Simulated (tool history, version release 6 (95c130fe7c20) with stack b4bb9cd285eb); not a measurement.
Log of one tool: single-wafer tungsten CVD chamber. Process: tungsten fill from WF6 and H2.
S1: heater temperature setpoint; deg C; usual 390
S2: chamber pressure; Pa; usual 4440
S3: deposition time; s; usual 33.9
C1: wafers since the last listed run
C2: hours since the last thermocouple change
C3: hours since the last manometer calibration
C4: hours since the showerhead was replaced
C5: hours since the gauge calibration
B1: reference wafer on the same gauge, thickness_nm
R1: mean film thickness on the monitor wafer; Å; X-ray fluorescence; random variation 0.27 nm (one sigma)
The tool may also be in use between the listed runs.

run,hour,S1,S2,S3,C1,C2,C3,C4,C5,B1,R1
1,0,390,4960,33.9,0,316.6,1666.2,1973.3,730.4,103.453,903.06
2,102.2,390,4960,33.9,2318,418.8,1768.4,2075.5,832.6,103.38,907.72
3,136.1,390,4440,33.9,769,452.7,1802.3,2109.4,866.5,103.341,869.96
4,170.6,390,4440,33.9,782,487.2,1836.8,2143.9,901,103.397,876.06
5,195.2,390,4440,33.9,558,511.8,1861.4,2168.5,925.6,103.642,873.61
6,218.1,390,4440,33.9,519,534.7,1884.3,2191.4,948.5,103.522,873.94
7,293.4,390,4440,33.9,1708,610,1959.6,2266.7,1023.8,103.27,871.98
8,326.1,390,4440,33.9,741,642.7,1992.3,2299.4,1056.5,103.38,873.44
9,346.9,390,4440,33.9,471,663.5,2013.1,2320.2,1077.3,103.343,873.74
10,372.8,390,4440,36.9,587,689.4,2039,2346.1,1103.2,103.329,952.31
# hour 395.6: capacitance manometer re-zeroed and calibrated
11,463.5,390,4440,33.9,1876,780.1,67.9,2436.8,1193.9,103.469,876.81
12,485.4,394,4440,33.9,496,802,89.8,2458.7,1215.8,103.296,953.34
13,590.8,394,4440,33.9,2391,907.4,195.2,2564.1,1321.2,103.39,960.37
14,621.2,394,4440,33.9,689,937.8,225.6,2594.5,1351.6,103.305,958.46
15,639.5,394,4093,27.4,415,956.1,243.9,2612.8,1369.9,103.223,751.62
16,653.7,402,5386,28.6,322,970.3,258.1,2627,1384.1,103.52,1019.44
17,687.1,381,4440,33.9,757,1003.7,291.5,2660.4,1417.5,103.484,717.33
# hour 788.1: showerhead replaced
18,788.6,386,5186,29.4,2121,1105.2,393,0.5,1519,103.492,737.9
19,812,376,5333,33.9,530,1128.6,416.4,23.9,1542.4,103.595,683.79
20,840.8,380,3840,28.4,653,1157.4,445.2,52.7,1571.2,103.493,555.98
# hour 855.6: thermocouple changed; heater temperature recalibrated
21,866.9,390,4440,33.9,410,11.3,471.3,78.8,1597.3,103.47,856.29
# hour 868.2: gauge calibrated
22,898.9,390,4440,33.9,725,43.3,503.3,110.8,30.7,103.158,865.79
23,932.9,390,5440,33.9,771,77.3,537.3,144.8,64.7,103.501,929.12
24,993.3,405,5413,39.1,1370,137.7,597.7,205.2,125.1,103.33,1470.04
25,1026.3,402,4440,33.9,748,170.7,630.7,238.2,158.1,103.335,1119.98
26,1058.6,390,4960,33.9,732,203,663,270.5,190.4,103.449,901.67
27,1092.2,394,3933,28.5,762,236.6,696.6,304.1,224,103.487,761.93
28,1113.2,376,3800,29.8,476,257.6,717.6,325.1,245,103.453,530.02

Forecast run 29:
29,1141.3,386,5186,29.4,637,285.7,745.7,353.2,273.1,?,?

Run 29 gave B1 103.393, R1 732.12 Å.
Without the tool's hidden state the same run would have given R1 724.76 Å.
